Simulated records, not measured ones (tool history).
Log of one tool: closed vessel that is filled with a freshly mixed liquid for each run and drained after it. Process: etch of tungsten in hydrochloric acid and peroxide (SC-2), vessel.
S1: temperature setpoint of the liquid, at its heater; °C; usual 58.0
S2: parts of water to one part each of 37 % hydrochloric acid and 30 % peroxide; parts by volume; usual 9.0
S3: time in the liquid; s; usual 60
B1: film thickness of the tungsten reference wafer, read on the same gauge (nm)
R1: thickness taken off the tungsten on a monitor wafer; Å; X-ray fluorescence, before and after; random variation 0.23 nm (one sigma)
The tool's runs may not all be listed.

Run 1, hour 0.0: usual settings; B1 59.99. Result: R1 423.4 Å.
Run 2, hour 16.6: usual settings; B1 60.03. Result: R1 426.9 Å.
Run 3, hour 25.5: usual settings; B1 60.01. Result: R1 428.5 Å.
Run 4, hour 43.3: usual settings but S3 80 s; B1 59.97. Result: R1 573.3 Å.
Run 5, hour 52.5: usual settings; B1 60.00. Result: R1 425.9 Å.
Run 6, hour 65.7: usual settings; B1 59.98. Result: R1 427.0 Å.
Run 7, hour 81.8: usual settings; B1 59.97. Result: R1 430.0 Å.
Run 8, hour 95.3: usual settings but S1 55.0 °C, S3 70 s; B1 60.00. Result: R1 407.3 Å.
Run 9, hour 108.5: usual settings but S1 62.0 °C, S2 6.0 parts by volume, S3 45 s; B1 60.00. Result: R1 559.6 Å.
Run 10, hour 125.2: usual settings but S1 66.5 °C, S2 7.0 parts by volume, S3 40 s; B1 60.01. Result: R1 593.0 Å.
Run 11, hour 140.8: usual settings but S1 64.5 °C, S3 35 s; B1 60.00. Result: R1 376.2 Å.
Run 12, hour 152.8: usual settings but S2 12.5 parts by volume; B1 60.00. Result: R1 324.1 Å.
Run 13, hour 161.3: usual settings; B1 60.00. Result: R1 429.8 Å.
Run 14, hour 168.0: usual settings; B1 60.00. Result: R1 425.7 Å.
Run 15, hour 177.7: usual settings but S1 62.5 °C, S2 6.0 parts by volume, S3 30 s; B1 60.00. Result: R1 390.4 Å.
Run 16, hour 190.1: usual settings but S1 49.0 °C, S2 7.5 parts by volume, S3 45 s; B1 60.01. Result: R1 205.7 Å.
Run 17, hour 201.6: usual settings but S1 63.5 °C, S2 5.5 parts by volume; B1 60.00. Result: R1 872.4 Å.
Run 18, hour 212.7: usual settings but S1 53.0 °C, S2 12.0 parts by volume, S3 95 s; B1 60.00. Result: R1 385.8 Å.
Run 19, hour 227.6: usual settings but S1 53.0 °C, S2 12.0 parts by volume, S3 95 s; B1 60.00. Result: R1 387.2 Å.
Run 20, hour 238.0: usual settings but S1 50.0 °C, S2 5.0 parts by volume, S3 30 s; B1 59.97. Result: R1 199.0 Å.
Run 21, hour 245.2: usual settings but S1 61.5 °C, S2 13.0 parts by volume, S3 30 s; B1 60.01. Result: R1 194.7 Å.
Run 22, hour 261.7: usual settings but S1 49.0 °C; B1 60.00. Result: R1 239.8 Å.
Run 23, hour 270.9: usual settings but S1 48.5 °C, S2 10.5 parts by volume, S3 30 s; B1 59.99. Result: R1 101.2 Å.
Run 24, hour 286.1: usual settings; B1 60.01. Result: R1 431.4 Å.
Run 25, hour 299.7: usual settings but S2 10.5 parts by volume, S3 40 s; B1 60.00. Result: R1 251.4 Å.
Run 26, hour 315.9: usual settings but S1 64.0 °C, S3 40 s; B1 59.99. Result: R1 412.4 Å.
Run 27, hour 326.9: usual settings but S1 62.5 °C; B1 60.01. Result: R1 573.1 Å.
Run 28, hour 336.1: usual settings but S2 12.0 parts by volume, S3 90 s; B1 60.00. Result: R1 506.1 Å.
Run 29, hour 351.2: usual settings but S1 61.5 °C, S2 5.0 parts by volume, S3 95 s; B1 59.99. Result: R1 1321.8 Å.

Taken out of this log: 3 entries between the listed runs. Where each belongs, and how the hidden state differs across it:
Between runs 3 and 4: chemicals flow meter replaced (hour 35.1)
  no hidden state differs between the two runs
Between runs 7 and 8: gauge calibrated (hour 92.2)
  no hidden state differs between the two runs
Between runs 18 and 19: new drum of peroxide connected (hour 222.2)
  no hidden state differs between the two runs
